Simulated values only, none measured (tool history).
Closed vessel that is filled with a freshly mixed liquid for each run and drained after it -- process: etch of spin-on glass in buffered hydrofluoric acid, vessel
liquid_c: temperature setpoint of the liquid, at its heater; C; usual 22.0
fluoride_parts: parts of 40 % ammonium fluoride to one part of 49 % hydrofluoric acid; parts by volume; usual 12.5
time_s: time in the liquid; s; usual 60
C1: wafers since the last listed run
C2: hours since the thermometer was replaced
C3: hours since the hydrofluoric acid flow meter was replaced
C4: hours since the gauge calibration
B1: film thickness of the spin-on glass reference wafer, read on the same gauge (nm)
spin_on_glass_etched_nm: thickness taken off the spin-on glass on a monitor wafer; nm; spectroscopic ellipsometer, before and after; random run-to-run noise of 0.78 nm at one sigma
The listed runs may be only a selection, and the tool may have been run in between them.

Run 1, hour 0.0: usual settings but liquid_c 24.5 C; C1 0; C2 1763.3; C3 1510.1; C4 313.1; B1 59.97. Result: spin_on_glass_etched_nm 119.28 nm.
Run 2, hour 16.0: usual settings but time_s 35 s; C1 1628; C2 1779.3; C3 1526.1; C4 329.1; B1 60.00. Result: spin_on_glass_etched_nm 60.24 nm.
Run 3, hour 49.7: usual settings but time_s 40 s; C1 3430; C2 1813.0; C3 1559.8; C4 362.8; B1 59.98. Result: spin_on_glass_etched_nm 68.59 nm.
Run 4, hour 72.5: usual settings but time_s 40 s; C1 2320; C2 1835.8; C3 1582.6; C4 385.6; B1 60.01. Result: spin_on_glass_etched_nm 69.20 nm.
Run 5, hour 102.6: usual settings but time_s 70 s; C1 3064; C2 1865.9; C3 1612.7; C4 415.7; B1 60.01. Result: spin_on_glass_etched_nm 121.27 nm.
At hour 109.0: thermometer replaced.
Run 6, hour 118.0: usual settings; C1 1465; C2 9.0; C3 1628.1; C4 431.1; B1 60.02. Result: spin_on_glass_etched_nm 103.37 nm.
Run 7, hour 139.3: usual settings; C1 2168; C2 30.3; C3 1649.4; C4 452.4; B1 60.02. Result: spin_on_glass_etched_nm 102.11 nm.
Run 8, hour 153.0: usual settings; C1 1394; C2 44.0; C3 1663.1; C4 466.1; B1 60.00. Result: spin_on_glass_etched_nm 104.12 nm.
Run 9, hour 176.7: usual settings; C1 2412; C2 67.7; C3 1686.8; C4 489.8; B1 59.97. Result: spin_on_glass_etched_nm 103.00 nm.
Run 10, hour 201.9: usual settings; C1 2565; C2 92.9; C3 1712.0; C4 515.0; B1 59.99. Result: spin_on_glass_etched_nm 104.41 nm.
Run 11, hour 218.2: usual settings; C1 1659; C2 109.2; C3 1728.3; C4 531.3; B1 59.99. Result: spin_on_glass_etched_nm 102.96 nm.
Run 12, hour 232.1: usual settings; C1 1414; C2 123.1; C3 1742.2; C4 545.2; B1 60.01. Result: spin_on_glass_etched_nm 104.25 nm.
Run 13, hour 265.3: usual settings but liquid_c 26.5 C, time_s 75 s; C1 3379; C2 156.3; C3 1775.4; C4 578.4; B1 60.03. Result: spin_on_glass_etched_nm 164.95 nm.
Run 14, hour 355.3: usual settings; C1 9161; C2 246.3; C3 1865.4; C4 668.4; B1 59.98. Result: spin_on_glass_etched_nm 102.60 nm.
Run 15, hour 370.2: usual settings; C1 1516; C2 261.2; C3 1880.3; C4 683.3; B1 60.04. Result: spin_on_glass_etched_nm 103.36 nm.
Run 16, hour 395.2: usual settings but liquid_c 23.5 C, fluoride_parts 10.0 parts by volume, time_s 40 s; C1 2544; C2 286.2; C3 1905.3; C4 708.3; B1 60.01. Result: spin_on_glass_etched_nm 93.67 nm.
Run 17, hour 411.0: usual settings but liquid_c 18.5 C; C1 1608; C2 302.0; C3 1921.1; C4 724.1; B1 60.02. Result: spin_on_glass_etched_nm 83.77 nm.
At hour 427.3: gauge calibrated.
Run 18, hour 435.5: usual settings but liquid_c 18.5 C, fluoride_parts 15.5 parts by volume; C1 2494; C2 326.5; C3 1945.6; C4 8.2; B1 60.00. Result: spin_on_glass_etched_nm 69.90 nm.
Run 19, hour 459.9: usual settings but liquid_c 27.0 C, fluoride_parts 10.0 parts by volume, time_s 85 s; C1 2483; C2 350.9; C3 1970.0; C4 32.6; B1 59.98. Result: spin_on_glass_etched_nm 238.55 nm.
Run 20, hour 485.1: usual settings but liquid_c 23.5 C, fluoride_parts 7.5 parts by volume, time_s 70 s; C1 2565; C2 376.1; C3 1995.2; C4 57.8; B1 60.01. Result: spin_on_glass_etched_nm 211.60 nm.
At hour 488.8: hydrofluoric acid flow meter replaced.
Run 21, hour 502.0: usual settings but liquid_c 18.5 C, fluoride_parts 9.0 parts by volume, time_s 75 s; C1 1618; C2 393.0; C3 13.2; C4 74.7; B1 59.99. Result: spin_on_glass_etched_nm 140.74 nm.
Run 22, hour 526.8: usual settings but liquid_c 20.5 C, fluoride_parts 8.5 parts by volume, time_s 75 s; C1 2524; C2 417.8; C3 38.0; C4 99.5; B1 60.01. Result: spin_on_glass_etched_nm 168.35 nm.
Run 23, hour 549.0: usual settings but liquid_c 19.5 C, fluoride_parts 15.5 parts by volume; C1 2259; C2 440.0; C3 60.2; C4 121.7; B1 59.99. Result: spin_on_glass_etched_nm 72.51 nm.

Run 24 is up next; what results do you expect?
Run 24, hour 570.1: usual settings but liquid_c 25.0 C, fluoride_parts 16.5 parts by volume, time_s 35 s; C1 2147; C2 461.1; C3 81.3; C4 142.8; B1 ?. Result: spin_on_glass_etched_nm ?.

B1: 60.02
spin_on_glass_etched_nm: 54.39 nm
Take away the tool's hidden state, keep the run-to-run variation as it was, and the same run would have given spin_on_glass_etched_nm 54.39 nm.

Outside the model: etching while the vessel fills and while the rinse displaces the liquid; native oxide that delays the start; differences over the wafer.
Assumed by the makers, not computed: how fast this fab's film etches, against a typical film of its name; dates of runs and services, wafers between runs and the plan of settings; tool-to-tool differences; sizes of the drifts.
